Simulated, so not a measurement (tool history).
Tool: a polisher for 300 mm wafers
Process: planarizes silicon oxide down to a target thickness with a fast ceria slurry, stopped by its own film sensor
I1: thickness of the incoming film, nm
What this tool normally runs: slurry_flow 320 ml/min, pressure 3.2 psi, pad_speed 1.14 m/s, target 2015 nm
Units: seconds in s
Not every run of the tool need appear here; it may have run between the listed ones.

{"run": 1, "hour": 0.0, "slurry_flow": 320, "pressure": 3.2, "pad_speed": 1.14, "target": 2015, "I1": 3133.5, "seconds": 53}
{"hour": 7.8, "done": "worn pad replaced by a new one"}
{"run": 2, "hour": 12.7, "slurry_flow": 320, "pressure": 3.2, "pad_speed": 1.14, "target": 2015, "I1": 3091.6, "seconds": 45.5}
{"run": 3, "hour": 21.7, "slurry_flow": 320, "pressure": 3.2, "pad_speed": 1.14, "target": 2015, "I1": 3117.6, "seconds": 47.4}
{"run": 4, "hour": 36.0, "slurry_flow": 320, "pressure": 3.2, "pad_speed": 1.14, "target": 2015, "I1": 3129.1, "seconds": 49}
{"run": 5, "hour": 44.3, "slurry_flow": 320, "pressure": 3.2, "pad_speed": 1.14, "target": 2015, "I1": 3102.6, "seconds": 50}
{"run": 6, "hour": 50.4, "slurry_flow": 320, "pressure": 3.2, "pad_speed": 1.14, "target": 2015, "I1": 3149.5, "seconds": 51.9}
{"run": 7, "hour": 67.0, "slurry_flow": 320, "pressure": 3.2, "pad_speed": 1.14, "target": 2015, "I1": 3075.4, "seconds": 48.7}
{"run": 8, "hour": 76.9, "slurry_flow": 320, "pressure": 3.2, "pad_speed": 1.14, "target": 2015, "I1": 3131.2, "seconds": 51.3}
{"run": 9, "hour": 92.8, "slurry_flow": 320, "pressure": 3.2, "pad_speed": 1.14, "target": 2015, "I1": 3124.7, "seconds": 53.3}
{"run": 10, "hour": 106.0, "slurry_flow": 320, "pressure": 3.7, "pad_speed": 1.14, "target": 2015, "I1": 3110.5, "seconds": 45.1}
{"run": 11, "hour": 119.9, "slurry_flow": 320, "pressure": 3.7, "pad_speed": 1.14, "target": 2015, "I1": 3153.2, "seconds": 47.3}
{"run": 12, "hour": 130.3, "slurry_flow": 320, "pressure": 3.7, "pad_speed": 1.14, "target": 2015, "I1": 3186.2, "seconds": 48.3}
{"hour": 135.6, "done": "worn pad replaced by a new one"}
{"run": 13, "hour": 143.7, "slurry_flow": 320, "pressure": 3.2, "pad_speed": 1.14, "target": 2015, "I1": 3135.8, "seconds": 47.5}
{"run": 14, "hour": 157.5, "slurry_flow": 320, "pressure": 3.2, "pad_speed": 1.14, "target": 2015, "I1": 3182.7, "seconds": 51.9}
{"hour": 161.3, "done": "head pressure recalibrated"}
{"run": 15, "hour": 175.3, "slurry_flow": 320, "pressure": 3.2, "pad_speed": 1.14, "target": 2015, "I1": 3120.2, "seconds": 49.7}
{"run": 16, "hour": 182.0, "slurry_flow": 320, "pressure": 3.2, "pad_speed": 1.14, "target": 2015, "I1": 3136.8, "seconds": 51.2}
{"run": 17, "hour": 191.1, "slurry_flow": 355, "pressure": 3.2, "pad_speed": 1.52, "target": 2015, "I1": 3152.2, "seconds": 38.3}
{"run": 18, "hour": 204.5, "slurry_flow": 320, "pressure": 3.2, "pad_speed": 1.14, "target": 2329, "I1": 3089.3, "seconds": 35.4}
{"run": 19, "hour": 212.9, "slurry_flow": 320, "pressure": 3.5, "pad_speed": 1.14, "target": 1817, "I1": 3110.4, "seconds": 56.2}
{"hour": 236.8, "done": "worn pad replaced by a new one"}
{"hour": 256.2, "done": "slurry nozzle cleaned"}
{"run": 20, "hour": 263.0, "slurry_flow": 320, "pressure": 3.2, "pad_speed": 1.14, "target": 2015, "I1": 3158.5, "seconds": 51}
{"run": 21, "hour": 273.6, "slurry_flow": 235, "pressure": 4.2, "pad_speed": 0.88, "target": 2378, "I1": 3145.2, "seconds": 35.9}
{"run": 22, "hour": 286.6, "slurry_flow": 350, "pressure": 2.2, "pad_speed": 1.14, "target": 2265, "I1": 3082.7, "seconds": 51.3}
{"run": 23, "hour": 294.7, "slurry_flow": 255, "pressure": 3.6, "pad_speed": 0.74, "target": 2243, "I1": 3121.3, "seconds": 55.6}
{"run": 24, "hour": 312.4, "slurry_flow": 320, "pressure": 3.2, "pad_speed": 1.3, "target": 2015, "I1": 3155.9, "seconds": 47.3}
{"run": 25, "hour": 327.6, "slurry_flow": 320, "pressure": 3.2, "pad_speed": 1.42, "target": 2219, "I1": 3120.4, "seconds": 33.7}
{"run": 26, "hour": 340.4, "slurry_flow": 290, "pressure": 3.8, "pad_speed": 0.92, "target": 1858, "I1": 3146.5, "seconds": 65.1}
{"run": 27, "hour": 348.2, "slurry_flow": 320, "pressure": 2.7, "pad_speed": 1.42, "target": 2015, "I1": 3119, "seconds": 48.3}
{"hour": 355.6, "done": "worn pad replaced by a new one"}
{"run": 28, "hour": 364.9, "slurry_flow": 255, "pressure": 2.2, "pad_speed": 1.14, "target": 2015, "I1": 3102.2, "seconds": 63.8}
{"run": 29, "hour": 379.6, "slurry_flow": 320, "pressure": 3.2, "pad_speed": 0.94, "target": 2015, "I1": 3109.5, "seconds": 58}
{"run": 30, "hour": 387.2, "slurry_flow": 320, "pressure": 3.2, "pad_speed": 0.82, "target": 2015, "I1": 3144.3, "seconds": 70.4}
{"run": 31, "hour": 401.1, "slurry_flow": 320, "pressure": 3.2, "pad_speed": 1.14, "target": 2015, "I1": 3089.3, "seconds": 48.1}
{"run": 32, "hour": 408.5, "slurry_flow": 320, "pressure": 3.2, "pad_speed": 1.14, "target": 2015, "I1": 3167.8, "seconds": 52.5}
{"run": 33, "hour": 424.8, "slurry_flow": 320, "pressure": 4.2, "pad_speed": 1.14, "target": 2015, "I1": 3174, "seconds": 42}
{"run": 34, "hour": 437.3, "slurry_flow": 260, "pressure": 2.8, "pad_speed": 1.54, "target": 1744, "I1": 3092.3, "seconds": 52.3}
{"run": 35, "hour": 455.2, "slurry_flow": 320, "pressure": 3.2, "pad_speed": 1.14, "target": 2015, "I1": 3150.8, "seconds": 52.7}
{"hour": 462.4, "done": "worn pad replaced by a new one"}
{"run": 36, "hour": 466.8, "slurry_flow": 320, "pressure": 3.2, "pad_speed": 1.14, "target": 2015, "I1": 3099.6, "seconds": 45.3}
{"run": 37, "hour": 483.7, "slurry_flow": 320, "pressure": 3.2, "pad_speed": 1.14, "target": 2015, "I1": 3133.1, "seconds": 48.6}

Each row is a separate what-if for the run after 37, all from the same tool condition, not one after another. Results?
{"run": "A", "hour": 484.1, "slurry_flow": 320, "pressure": 3.2, "pad_speed": 1.14, "target": 2015, "I1": 3065.1, "seconds": "?"}
{"run": "B", "hour": 484.1, "slurry_flow": 260, "pressure": 2.4, "pad_speed": 1.14, "target": 2015, "I1": 3065.1, "seconds": "?"}
{"run": "C", "hour": 484.1, "slurry_flow": 255, "pressure": 3.2, "pad_speed": 1.02, "target": 2015, "I1": 3065.1, "seconds": "?"}
{"run": "D", "hour": 484.1, "slurry_flow": 410, "pressure": 4.3, "pad_speed": 1.02, "target": 1720, "I1": 3065.1, "seconds": "?"}

run=A seconds=46.1
run=B seconds=59.6
run=C seconds=52.2
run=D seconds=50.1
Without the tool's hidden state the same runs would have given:
run=A seconds=42.6
run=B seconds=55.2
run=C seconds=48.3
run=D seconds=46.4
